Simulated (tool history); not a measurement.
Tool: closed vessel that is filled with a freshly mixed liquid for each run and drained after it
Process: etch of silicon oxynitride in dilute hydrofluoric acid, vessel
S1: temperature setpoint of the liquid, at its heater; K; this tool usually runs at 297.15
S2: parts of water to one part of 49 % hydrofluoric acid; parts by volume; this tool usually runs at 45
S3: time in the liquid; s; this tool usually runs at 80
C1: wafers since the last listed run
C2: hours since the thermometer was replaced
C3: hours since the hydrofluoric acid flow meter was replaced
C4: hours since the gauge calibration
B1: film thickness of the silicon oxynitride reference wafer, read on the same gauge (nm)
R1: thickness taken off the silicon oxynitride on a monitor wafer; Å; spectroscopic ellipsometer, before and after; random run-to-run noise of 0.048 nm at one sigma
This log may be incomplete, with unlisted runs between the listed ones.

run   hour      S1  S2   S3    C1      C2      C3     C4     B1     R1
  1      0  300.65  45   80     0  2624.8  2482.5  193.3  49.99  125.4
  2    9.7  297.15  45   90   722  2634.5  2492.2    203     50  119.5
  3   21.2  297.15  45   90   857    2646  2503.7  214.5  49.99  118.5
  4   28.3  297.15  45   80   529  2653.1  2510.8  221.6  49.99  106.3
  5   40.8  297.15  45   80   931  2665.6  2523.3  234.1  49.97  106.1
  6   52.9  297.15  35   40   901  2677.7  2535.4  246.2  49.99     69
  7   69.3  297.15  45   80  1222  2694.1  2551.8  262.6  49.99  107.4
  8   83.8  299.15  45   80  1080  2708.6  2566.3  277.1  50.01  117.1
  9   94.3  297.15  45  105   782  2719.1  2576.8  287.6  49.99  141.2
 10  101.8  297.15  45  105   558  2726.6  2584.3  295.1  49.98  140.3
 11  116.5  297.15  60   55  1095  2741.3    2599  309.8  50.03     55
 12  126.6  297.15  45   80   752  2751.4  2609.1  319.9  50.02  106.2
 13  136.2  292.65  25   95   715    2761  2618.7  329.5     50  183.2
 14  149.3  299.15  30   55   976  2774.1  2631.8  342.6     50  123.3
 15    157  299.15  45   45   573  2781.8  2639.5  350.3  49.97     66
       159  -- thermometer replaced
 16  167.9  297.15  60   55   737     8.9  2650.4  361.2  49.99   54.4

Predict the results of run 17:
 17  185.4  297.15  35  80  1304  26.4  2667.9  378.7   ?   ?

B1: 49.97
R1: 137.7 Å
The same run, on a tool lacking any hidden state, would have yielded R1 121.6 Å.
